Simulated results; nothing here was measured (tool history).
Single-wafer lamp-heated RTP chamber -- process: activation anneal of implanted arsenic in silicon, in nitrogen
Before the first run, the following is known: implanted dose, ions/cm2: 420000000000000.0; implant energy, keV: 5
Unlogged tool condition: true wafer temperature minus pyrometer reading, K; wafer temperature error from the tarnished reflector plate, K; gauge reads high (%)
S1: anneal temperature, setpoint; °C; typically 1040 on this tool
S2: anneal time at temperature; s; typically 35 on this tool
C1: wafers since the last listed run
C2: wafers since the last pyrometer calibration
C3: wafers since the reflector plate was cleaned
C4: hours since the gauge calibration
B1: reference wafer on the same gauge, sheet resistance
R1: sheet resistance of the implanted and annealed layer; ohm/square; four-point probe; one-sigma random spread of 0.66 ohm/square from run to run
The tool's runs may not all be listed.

run,hour,S1,S2,C1,C2,C3,C4,B1,R1
1,0,1059,35,0,320,4181,753.4,234.98,217.03
2,61.9,1059,35,1002,1323,5184,815.3,235.4,216.59
# hour 89.6: reflector plate cleaned
3,139,1059,35,1119,2442,800,892.4,235.02,218.36
4,180.2,1028,25,667,3110,1468,933.6,235.08,236
5,264.7,1028,25,1368,4478,2836,1018.1,234.79,234.82
6,308.1,1040,35,703,5181,3539,1061.5,235.09,221.91
7,391,1040,40,1342,6524,4882,1144.4,235.05,217.92
# hour 447.6: pyrometer window cleaned and pyrometer calibrated
# hour 461.9: reflector plate cleaned
8,469.6,1040,35,1014,227,124,1223,235.05,226.99
9,510.9,1040,35,668,896,793,1264.3,234.92,226.29
# hour 567.7: gauge calibrated
10,578.3,1040,35,1091,1987,1885,10.6,235.35,225.01
11,678.6,1040,35,1624,3612,3509,110.9,234.9,223.84
12,750.9,1024,44,1171,4783,4680,183.2,235.28,224.33
# hour 797: reflector plate cleaned
13,834.5,1063,27,1224,6008,606,266.8,235.14,218.19
# hour 892.1: pyrometer window cleaned and pyrometer calibrated
14,892.6,1040,29,811,7,1418,324.9,234.61,229.17
15,938.8,1028,25,748,756,2166,371.1,234.92,235.42
16,981.4,1013,35,690,1446,2856,413.7,234.99,234.9
17,1050.9,1010,51,1125,2572,3982,483.2,234.95,228.94
18,1137,1024,21,1394,3966,5377,569.3,235.15,236.99
# hour 1164.7: reflector plate cleaned
19,1176.2,1040,42,505,4472,187,608.5,235.07,220.85
20,1241.3,1040,35,1054,5526,1241,673.6,235.18,223.03
21,1342.7,1057,52,1642,7169,2884,775,235.17,208.75
# hour 1364.8: pyrometer window cleaned and pyrometer calibrated
22,1391.2,1040,45,656,426,3540,823.5,234.89,220.37
23,1431,1019,14,644,1071,4184,863.3,235.45,249.6
24,1471.2,1068,35,651,1722,4835,903.5,234.87,211.46
# hour 1527.5: reflector plate cleaned
25,1530.9,1057,24,837,2560,54,963.2,234.75,224.64

Here are 5 independent what-if runs from the current tool condition. What would each one return?
A,1531.3,1040,35,6,2566,61,963.6,?,?
B,1531.3,1054,54,6,2566,61,963.6,?,?
C,1531.3,1040,24,6,2566,61,963.6,?,?
D,1531.3,1014,55,6,2566,61,963.6,?,?
E,1531.3,1060,14,6,2566,61,963.6,?,?

run,B1,R1
A,235,224.45
B,235,211.79
C,235,231.14
D,235,227.22
E,235,232.91
With no hidden state in the tool, these same runs would have given:
run,R1
A,227.04
B,214.11
C,233.72
D,229.68
E,235.51
